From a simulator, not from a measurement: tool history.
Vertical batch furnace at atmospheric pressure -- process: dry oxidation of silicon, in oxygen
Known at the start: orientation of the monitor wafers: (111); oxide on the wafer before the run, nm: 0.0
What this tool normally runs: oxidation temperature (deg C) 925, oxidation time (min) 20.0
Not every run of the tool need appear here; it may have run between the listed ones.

run,hour,oxidation temperature (deg C),oxidation time (min),"read-back reference wafer on the same gauge, thickness",oxide thickness on the monitor wafer (nm)
1,0.0,925,20.0,15.42,16.93
2,162.6,910,20.0,15.39,14.46
3,355.0,910,20.0,15.38,14.33
4,423.3,925,20.0,15.37,16.81
5,468.3,925,20.0,15.36,16.81
6,512.1,925,20.0,15.34,16.80
7,566.4,925,20.0,15.35,16.79
8,632.4,925,20.0,15.34,16.80
9,671.6,925,20.0,15.32,16.81
10,730.2,925,20.0,15.32,16.67
11,797.0,925,24.0,15.31,18.96
12,823.5,925,24.0,15.30,19.07
13,849.5,925,20.0,15.30,16.81
14,902.1,938,20.0,15.30,18.96
15,968.2,938,20.0,15.26,18.83
16,1012.9,938,20.0,15.24,18.86
17,1043.3,925,20.0,15.26,16.69
18,1077.3,925,20.0,15.25,16.71
19,1163.8,925,20.0,15.22,16.66
# hour 1225.0: thermocouples replaced and temperature profile calibrated
20,1225.5,925,12.0,15.22,11.62
21,1242.6,901,12.0,15.20,9.03
22,1291.6,934,13.5,15.20,13.79
23,1365.5,941,17.5,15.20,17.57
# hour 1397.5: boat lift adjusted
# hour 1422.9: gauge calibrated
24,1431.8,925,20.0,15.52,16.95
25,1456.4,946,17.0,15.54,18.53
26,1503.5,925,20.0,15.54,17.06
27,1531.2,925,29.5,15.52,22.32
28,1589.5,925,20.0,15.53,16.92
29,1623.9,915,23.0,15.52,17.01
30,1682.2,925,10.0,15.53,10.44
31,1710.0,937,29.5,15.52,24.86
32,1751.6,925,20.0,15.52,17.05
33,1810.8,925,27.5,15.54,21.16
34,1861.7,925,15.0,15.52,13.82
35,1925.9,925,20.0,15.51,17.02
36,1950.5,948,13.0,15.51,15.63
37,1987.0,925,20.0,15.52,16.91
38,2054.9,942,17.0,15.51,17.68
39,2109.8,935,28.5,15.49,23.92
40,2139.4,925,20.0,15.49,16.98

For some of the steps in oxide thickness on the monitor wafer (nm) from one run to the next: how much would appear even if the tool had no hidden state, given the settings, what came in and random variation, and how much remains for the hidden state plus any gauge scatter that the measured result and the result without hidden state don't share?
The tool's hidden condition here consists of: true tube temperature minus thermocouple reading, K; monitor wafer colder than the profiled boat position, K; gauge reads high (%).
Run 21 -> 22: oxidation temperature (deg C) 901 -> 934, oxidation time (min) 12.0 -> 13.5. oxide thickness on the monitor wafer (nm) +4.76: hidden state -0.10, all else +4.86.
Run 22 -> 23: oxidation temperature (deg C) 934 -> 941, oxidation time (min) 13.5 -> 17.5. oxide thickness on the monitor wafer (nm) +3.78: hidden state -0.10, all else +3.88.
Run 23 -> 24: oxidation temperature (deg C) 941 -> 925, oxidation time (min) 17.5 -> 20.0, boat lift adjusted, gauge calibrated. oxide thickness on the monitor wafer (nm) -0.62: hidden state +0.41, all else -1.03.
Run 30 -> 31: oxidation temperature (deg C) 925 -> 937, oxidation time (min) 10.0 -> 29.5. oxide thickness on the monitor wafer (nm) +14.42: hidden state +0.03, all else +14.39.
Run 31 -> 32: oxidation temperature (deg C) 937 -> 925, oxidation time (min) 29.5 -> 20.0. oxide thickness on the monitor wafer (nm) -7.81: hidden state -0.02, all else -7.79.
Run 33 -> 34: oxidation time (min) 27.5 -> 15.0. oxide thickness on the monitor wafer (nm) -7.34: hidden state -0.01, all else -7.33.
